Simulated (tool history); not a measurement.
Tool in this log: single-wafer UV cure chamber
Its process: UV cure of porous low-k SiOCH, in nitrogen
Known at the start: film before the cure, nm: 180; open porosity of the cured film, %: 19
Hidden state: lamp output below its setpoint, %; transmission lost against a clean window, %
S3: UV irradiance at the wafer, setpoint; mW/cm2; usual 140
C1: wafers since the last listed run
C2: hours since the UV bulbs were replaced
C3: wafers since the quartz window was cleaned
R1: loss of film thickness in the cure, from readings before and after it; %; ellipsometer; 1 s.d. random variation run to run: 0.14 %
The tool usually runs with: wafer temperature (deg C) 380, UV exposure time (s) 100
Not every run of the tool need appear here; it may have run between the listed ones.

{"run": 1, "hour": 0.0, "wafer temperature (deg C)": 380, "UV exposure time (s)": 100, "S3": 140, "C1": 0, "C2": 1226.7, "C3": 3574, "R1": 9.176}
{"run": 2, "hour": 25.3, "wafer temperature (deg C)": 380, "UV exposure time (s)": 100, "S3": 140, "C1": 170, "C2": 1252, "C3": 3744, "R1": 9.105}
{"hour": 160.7, "done": "quartz window cleaned"}
{"run": 3, "hour": 182.7, "wafer temperature (deg C)": 380, "UV exposure time (s)": 100, "S3": 140, "C1": 1004, "C2": 1409.4, "C3": 148, "R1": 8.774}
{"run": 4, "hour": 247.2, "wafer temperature (deg C)": 380, "UV exposure time (s)": 100, "S3": 140, "C1": 433, "C2": 1473.9, "C3": 581, "R1": 8.853}
{"run": 5, "hour": 301.6, "wafer temperature (deg C)": 380, "UV exposure time (s)": 100, "S3": 140, "C1": 365, "C2": 1528.3, "C3": 947, "R1": 8.864}
{"run": 6, "hour": 384.5, "wafer temperature (deg C)": 380, "UV exposure time (s)": 65, "S3": 140, "C1": 557, "C2": 1611.2, "C3": 1505, "R1": 6.869}
{"run": 7, "hour": 426.0, "wafer temperature (deg C)": 380, "UV exposure time (s)": 65, "S3": 140, "C1": 279, "C2": 1652.7, "C3": 1784, "R1": 6.83}
{"run": 8, "hour": 476.2, "wafer temperature (deg C)": 380, "UV exposure time (s)": 65, "S3": 140, "C1": 337, "C2": 1702.9, "C3": 2122, "R1": 6.739}
{"run": 9, "hour": 502.7, "wafer temperature (deg C)": 387, "UV exposure time (s)": 100, "S3": 121, "C1": 178, "C2": 1729.4, "C3": 2300, "R1": 8.039}
{"run": 10, "hour": 538.6, "wafer temperature (deg C)": 387, "UV exposure time (s)": 100, "S3": 121, "C1": 241, "C2": 1765.3, "C3": 2541, "R1": 7.815}
{"run": 11, "hour": 580.1, "wafer temperature (deg C)": 387, "UV exposure time (s)": 100, "S3": 121, "C1": 279, "C2": 1806.8, "C3": 2820, "R1": 7.895}
{"run": 12, "hour": 637.0, "wafer temperature (deg C)": 380, "UV exposure time (s)": 100, "S3": 140, "C1": 382, "C2": 1863.7, "C3": 3203, "R1": 8.299}
{"run": 13, "hour": 680.0, "wafer temperature (deg C)": 380, "UV exposure time (s)": 100, "S3": 140, "C1": 289, "C2": 1906.7, "C3": 3492, "R1": 8.081}
{"run": 14, "hour": 712.3, "wafer temperature (deg C)": 380, "UV exposure time (s)": 100, "S3": 140, "C1": 217, "C2": 1939, "C3": 3710, "R1": 8.016}
{"hour": 773.1, "done": "UV bulbs replaced"}
{"run": 15, "hour": 773.6, "wafer temperature (deg C)": 380, "UV exposure time (s)": 100, "S3": 140, "C1": 358, "C2": 0.5, "C3": 4068, "R1": 9.831}
{"run": 16, "hour": 797.1, "wafer temperature (deg C)": 380, "UV exposure time (s)": 100, "S3": 140, "C1": 158, "C2": 24, "C3": 4226, "R1": 9.927}
{"run": 17, "hour": 848.1, "wafer temperature (deg C)": 380, "UV exposure time (s)": 100, "S3": 140, "C1": 343, "C2": 75, "C3": 4569, "R1": 9.827}
{"hour": 883.0, "done": "quartz window cleaned"}
{"run": 18, "hour": 900.6, "wafer temperature (deg C)": 380, "UV exposure time (s)": 100, "S3": 140, "C1": 299, "C2": 127.5, "C3": 118, "R1": 10.001}
{"run": 19, "hour": 963.3, "wafer temperature (deg C)": 380, "UV exposure time (s)": 100, "S3": 140, "C1": 421, "C2": 190.2, "C3": 539, "R1": 9.8}
{"run": 20, "hour": 1007.0, "wafer temperature (deg C)": 391, "UV exposure time (s)": 100, "S3": 128, "C1": 293, "C2": 233.9, "C3": 833, "R1": 9.6}
{"run": 21, "hour": 1034.0, "wafer temperature (deg C)": 380, "UV exposure time (s)": 100, "S3": 112, "C1": 181, "C2": 260.9, "C3": 1015, "R1": 8.683}
{"run": 22, "hour": 1082.2, "wafer temperature (deg C)": 389, "UV exposure time (s)": 100, "S3": 140, "C1": 324, "C2": 309.1, "C3": 1339, "R1": 10.189}
{"run": 23, "hour": 1132.1, "wafer temperature (deg C)": 380, "UV exposure time (s)": 100, "S3": 140, "C1": 335, "C2": 359, "C3": 1675, "R1": 9.877}
{"run": 24, "hour": 1190.7, "wafer temperature (deg C)": 400, "UV exposure time (s)": 100, "S3": 165, "C1": 394, "C2": 417.6, "C3": 2069, "R1": 10.798}
{"run": 25, "hour": 1237.2, "wafer temperature (deg C)": 380, "UV exposure time (s)": 100, "S3": 140, "C1": 312, "C2": 464.1, "C3": 2382, "R1": 9.879}
{"run": 26, "hour": 1307.6, "wafer temperature (deg C)": 399, "UV exposure time (s)": 155, "S3": 151, "C1": 473, "C2": 534.5, "C3": 2855, "R1": 12.327}
{"run": 27, "hour": 1516.5, "wafer temperature (deg C)": 400, "UV exposure time (s)": 70, "S3": 150, "C1": 1405, "C2": 743.4, "C3": 4260, "R1": 8.704}
{"hour": 1576.9, "done": "quartz window cleaned"}
{"run": 28, "hour": 1577.4, "wafer temperature (deg C)": 363, "UV exposure time (s)": 155, "S3": 129, "C1": 355, "C2": 804.3, "C3": 3, "R1": 10.876}
{"run": 29, "hour": 1610.6, "wafer temperature (deg C)": 380, "UV exposure time (s)": 100, "S3": 140, "C1": 223, "C2": 837.5, "C3": 226, "R1": 9.723}
{"run": 30, "hour": 1650.1, "wafer temperature (deg C)": 380, "UV exposure time (s)": 100, "S3": 110, "C1": 265, "C2": 877, "C3": 492, "R1": 8.37}
{"run": 31, "hour": 1704.6, "wafer temperature (deg C)": 369, "UV exposure time (s)": 100, "S3": 110, "C1": 366, "C2": 931.5, "C3": 859, "R1": 8.201}
{"run": 32, "hour": 1761.2, "wafer temperature (deg C)": 380, "UV exposure time (s)": 100, "S3": 140, "C1": 380, "C2": 988.1, "C3": 1239, "R1": 9.57}
{"run": 33, "hour": 1830.8, "wafer temperature (deg C)": 380, "UV exposure time (s)": 100, "S3": 140, "C1": 468, "C2": 1057.7, "C3": 1707, "R1": 9.538}
{"run": 34, "hour": 1891.2, "wafer temperature (deg C)": 362, "UV exposure time (s)": 100, "S3": 140, "C1": 406, "C2": 1118.1, "C3": 2114, "R1": 8.856}
{"run": 35, "hour": 1949.3, "wafer temperature (deg C)": 380, "UV exposure time (s)": 60, "S3": 140, "C1": 390, "C2": 1176.2, "C3": 2505, "R1": 7.139}
{"run": 36, "hour": 1978.3, "wafer temperature (deg C)": 391, "UV exposure time (s)": 70, "S3": 140, "C1": 195, "C2": 1205.2, "C3": 2700, "R1": 8.046}
{"run": 37, "hour": 2048.8, "wafer temperature (deg C)": 380, "UV exposure time (s)": 100, "S3": 169, "C1": 474, "C2": 1275.7, "C3": 3174, "R1": 9.993}
{"run": 38, "hour": 2083.7, "wafer temperature (deg C)": 380, "UV exposure time (s)": 100, "S3": 140, "C1": 234, "C2": 1310.6, "C3": 3408, "R1": 9.166}

Measured minus without-hidden-state, run by run (identical run-to-run variation in each term; gauge scatter may differ):
run=1 R1=-0.731
run=2 R1=-0.752
run=3 R1=-0.906
run=4 R1=-1.001
run=5 R1=-1.08
run=6 R1=-1.115
run=7 R1=-1.175
run=8 R1=-1.242
run=9 R1=-1.346
run=10 R1=-1.374
run=11 R1=-1.468
run=12 R1=-1.589
run=13 R1=-1.639
run=14 R1=-1.698
run=15 R1=-0.052
run=16 R1=-0.053
run=17 R1=-0.054
run=18 R1=-0.059
run=19 R1=-0.064
run=20 R1=-0.071
run=21 R1=-0.072
run=22 R1=-0.088
run=23 R1=-0.098
run=24 R1=-0.116
run=25 R1=-0.13
run=26 R1=-0.163
run=27 R1=-0.242
run=28 R1=-0.293
run=29 R1=-0.308
run=30 R1=-0.313
run=31 R1=-0.348
run=32 R1=-0.408
run=33 R1=-0.464
run=34 R1=-0.493
run=35 R1=-0.522
run=36 R1=-0.571
run=37 R1=-0.666
run=38 R1=-0.689
